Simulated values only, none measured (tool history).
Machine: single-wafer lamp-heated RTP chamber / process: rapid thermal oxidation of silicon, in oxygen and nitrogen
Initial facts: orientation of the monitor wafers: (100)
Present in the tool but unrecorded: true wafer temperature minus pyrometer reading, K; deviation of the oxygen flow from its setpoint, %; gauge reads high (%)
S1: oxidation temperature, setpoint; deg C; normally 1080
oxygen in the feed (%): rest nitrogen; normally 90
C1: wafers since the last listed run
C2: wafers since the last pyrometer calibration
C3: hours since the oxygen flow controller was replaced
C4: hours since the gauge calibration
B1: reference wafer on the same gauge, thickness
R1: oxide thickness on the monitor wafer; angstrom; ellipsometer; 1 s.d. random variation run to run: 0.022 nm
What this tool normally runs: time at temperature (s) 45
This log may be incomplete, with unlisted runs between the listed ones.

run 1 hour=0 | S1=1101 time_at_temperature_(s)=45 oxygen_in_the_feed_(%)=90 | C1=0 C2=1955 C3=2579 C4=128.4 | B1=9.595 | R1=95.97
-- hour=8.8 gauge calibrated
run 2 hour=16 | S1=1101 time_at_temperature_(s)=45 oxygen_in_the_feed_(%)=90 | C1=72 C2=2028 C3=2595 C4=7.2 | B1=9.589 | R1=96.52
run 3 hour=66.9 | S1=1101 time_at_temperature_(s)=45 oxygen_in_the_feed_(%)=90 | C1=231 C2=2259 C3=2645.9 C4=58.1 | B1=9.593 | R1=96.74
run 4 hour=78.3 | S1=1080 time_at_temperature_(s)=45 oxygen_in_the_feed_(%)=90 | C1=51 C2=2311 C3=2657.3 C4=69.5 | B1=9.587 | R1=84.35
-- hour=98.2 oxygen flow controller replaced
run 5 hour=108.7 | S1=1080 time_at_temperature_(s)=45 oxygen_in_the_feed_(%)=90 | C1=101 C2=2413 C3=10.5 C4=99.9 | B1=9.595 | R1=85.05
run 6 hour=116.8 | S1=1067 time_at_temperature_(s)=29 oxygen_in_the_feed_(%)=90 | C1=36 C2=2450 C3=18.6 C4=108 | B1=9.593 | R1=64.64
run 7 hour=127.9 | S1=1066 time_at_temperature_(s)=45 oxygen_in_the_feed_(%)=90 | C1=50 C2=2501 C3=29.7 C4=119.1 | B1=9.59 | R1=77.58
run 8 hour=144.1 | S1=1066 time_at_temperature_(s)=45 oxygen_in_the_feed_(%)=90 | C1=73 C2=2574 C3=45.9 C4=135.3 | B1=9.592 | R1=77.79
-- hour=151.9 gauge calibrated
run 9 hour=159.2 | S1=1070 time_at_temperature_(s)=45 oxygen_in_the_feed_(%)=79 | C1=68 C2=2643 C3=61 C4=7.3 | B1=9.593 | R1=75.81
run 10 hour=170.1 | S1=1056 time_at_temperature_(s)=57 oxygen_in_the_feed_(%)=82 | C1=49 C2=2693 C3=71.9 C4=18.2 | B1=9.586 | R1=78.32
-- hour=189.6 pyrometer window cleaned and pyrometer calibrated
run 11 hour=190.1 | S1=1105 time_at_temperature_(s)=55 oxygen_in_the_feed_(%)=75 | C1=54 C2=2 C3=91.9 C4=38.2 | B1=9.591 | R1=99.11
run 12 hour=198.1 | S1=1080 time_at_temperature_(s)=45 oxygen_in_the_feed_(%)=81 | C1=36 C2=38 C3=99.9 C4=46.2 | B1=9.584 | R1=79.41
run 13 hour=210.1 | S1=1080 time_at_temperature_(s)=45 oxygen_in_the_feed_(%)=90 | C1=54 C2=93 C3=111.9 C4=58.2 | B1=9.592 | R1=82.62
run 14 hour=221.3 | S1=1080 time_at_temperature_(s)=37 oxygen_in_the_feed_(%)=90 | C1=50 C2=144 C3=123.1 C4=69.4 | B1=9.594 | R1=76.02
run 15 hour=235.6 | S1=1056 time_at_temperature_(s)=57 oxygen_in_the_feed_(%)=76 | C1=65 C2=209 C3=137.4 C4=83.7 | B1=9.586 | R1=73.75
run 16 hour=251.5 | S1=1051 time_at_temperature_(s)=45 oxygen_in_the_feed_(%)=98 | C1=72 C2=281 C3=153.3 C4=99.6 | B1=9.591 | R1=69.99

Forecast each of these 3 alternatives for the next run:
run A hour=252 | S1=1080 time_at_temperature_(s)=58 oxygen_in_the_feed_(%)=90 | C1=2 C2=283 C3=153.8 C4=100.1 | B1=? | R1=?
run B hour=252 | S1=1090 time_at_temperature_(s)=25 oxygen_in_the_feed_(%)=61 | C1=2 C2=283 C3=153.8 C4=100.1 | B1=? | R1=?
run C hour=252 | S1=1096 time_at_temperature_(s)=45 oxygen_in_the_feed_(%)=98 | C1=2 C2=283 C3=153.8 C4=100.1 | B1=? | R1=?

run=A B1=9.589 R1=92.9
run=B B1=9.589 R1=59.96
run=C B1=9.589 R1=94.87
What these runs would have given with no unlogged condition in the tool:
run=A R1=92.71
run=B R1=59.84
run=C R1=94.68

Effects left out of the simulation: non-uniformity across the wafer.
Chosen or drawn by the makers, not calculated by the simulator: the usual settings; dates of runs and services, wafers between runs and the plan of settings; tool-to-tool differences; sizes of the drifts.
